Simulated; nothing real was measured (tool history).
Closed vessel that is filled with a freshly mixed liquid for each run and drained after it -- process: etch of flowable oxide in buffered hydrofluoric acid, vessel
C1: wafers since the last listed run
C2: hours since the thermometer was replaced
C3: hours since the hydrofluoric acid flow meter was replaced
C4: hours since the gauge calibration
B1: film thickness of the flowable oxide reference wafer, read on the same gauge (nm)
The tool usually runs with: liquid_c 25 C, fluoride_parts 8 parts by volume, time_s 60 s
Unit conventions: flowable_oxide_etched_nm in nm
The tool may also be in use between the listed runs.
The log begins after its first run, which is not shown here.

Run 2, hour 18.2: usual settings but time_s 90 s; C1 1384; C2 1115.6; C3 730.2; C4 738.3; B1 100.01. Result: flowable_oxide_etched_nm 352.34 nm.
Run 3, hour 42.7: usual settings but liquid_c 22 C; C1 1864; C2 1140.1; C3 754.7; C4 762.8; B1 100.02. Result: flowable_oxide_etched_nm 198.41 nm.
Run 4, hour 69.1: usual settings but liquid_c 22 C; C1 2008; C2 1166.5; C3 781.1; C4 789.2; B1 100.02. Result: flowable_oxide_etched_nm 196.96 nm.
Run 5, hour 95.3: usual settings but liquid_c 22 C; C1 1993; C2 1192.7; C3 807.3; C4 815.4; B1 100. Result: flowable_oxide_etched_nm 197.28 nm.
Run 6, hour 110.6: usual settings but fluoride_parts 7 parts by volume; C1 1164; C2 1208; C3 822.6; C4 830.7; B1 100. Result: flowable_oxide_etched_nm 264.82 nm.
Run 7, hour 123.5: usual settings; C1 981; C2 1220.9; C3 835.5; C4 843.6; B1 99.99. Result: flowable_oxide_etched_nm 230.65 nm.
Run 8, hour 145.9: usual settings; C1 1704; C2 1243.3; C3 857.9; C4 866; B1 100.02. Result: flowable_oxide_etched_nm 229.42 nm.
Run 9, hour 171.4: usual settings but time_s 85 s; C1 1940; C2 1268.8; C3 883.4; C4 891.5; B1 99.99. Result: flowable_oxide_etched_nm 326.11 nm.
Run 10, hour 205.3: usual settings but time_s 85 s; C1 2579; C2 1302.7; C3 917.3; C4 925.4; B1 100. Result: flowable_oxide_etched_nm 325.99 nm.
Run 11, hour 224: usual settings but time_s 85 s; C1 1422; C2 1321.4; C3 936; C4 944.1; B1 100. Result: flowable_oxide_etched_nm 323.2 nm.
Run 12, hour 246.2: usual settings; C1 1689; C2 1343.6; C3 958.2; C4 966.3; B1 100.03. Result: flowable_oxide_etched_nm 229.04 nm.
Run 13, hour 259.4: usual settings; C1 1004; C2 1356.8; C3 971.4; C4 979.5; B1 100. Result: flowable_oxide_etched_nm 227.91 nm.
At hour 326.4: gauge calibrated.
Run 14, hour 329.9: usual settings but fluoride_parts 6.5 parts by volume; C1 5364; C2 1427.3; C3 1041.9; C4 3.5; B1 99.98. Result: flowable_oxide_etched_nm 281.8 nm.
Run 15, hour 356: usual settings but time_s 40 s; C1 1986; C2 1453.4; C3 1068; C4 29.6; B1 100.01. Result: flowable_oxide_etched_nm 150.07 nm.
Run 16, hour 370.2: usual settings but liquid_c 21 C, fluoride_parts 5.5 parts by volume, time_s 90 s; C1 1080; C2 1467.6; C3 1082.2; C4 43.8; B1 99.99. Result: flowable_oxide_etched_nm 389.73 nm.
Run 17, hour 391.7: usual settings but time_s 80 s; C1 1636; C2 1489.1; C3 1103.7; C4 65.3; B1 99.97. Result: flowable_oxide_etched_nm 298.76 nm.

For run 18, what comes out?
Run 18, hour 421.5: usual settings but liquid_c 26.5 C, fluoride_parts 11 parts by volume, time_s 80 s; C1 2267; C2 1518.9; C3 1133.5; C4 95.1; B1 ?. Result: flowable_oxide_etched_nm ?.

B1: 99.98
flowable_oxide_etched_nm: 242.99 nm
With no hidden state in the tool, this same run would have given flowable_oxide_etched_nm 280 nm.
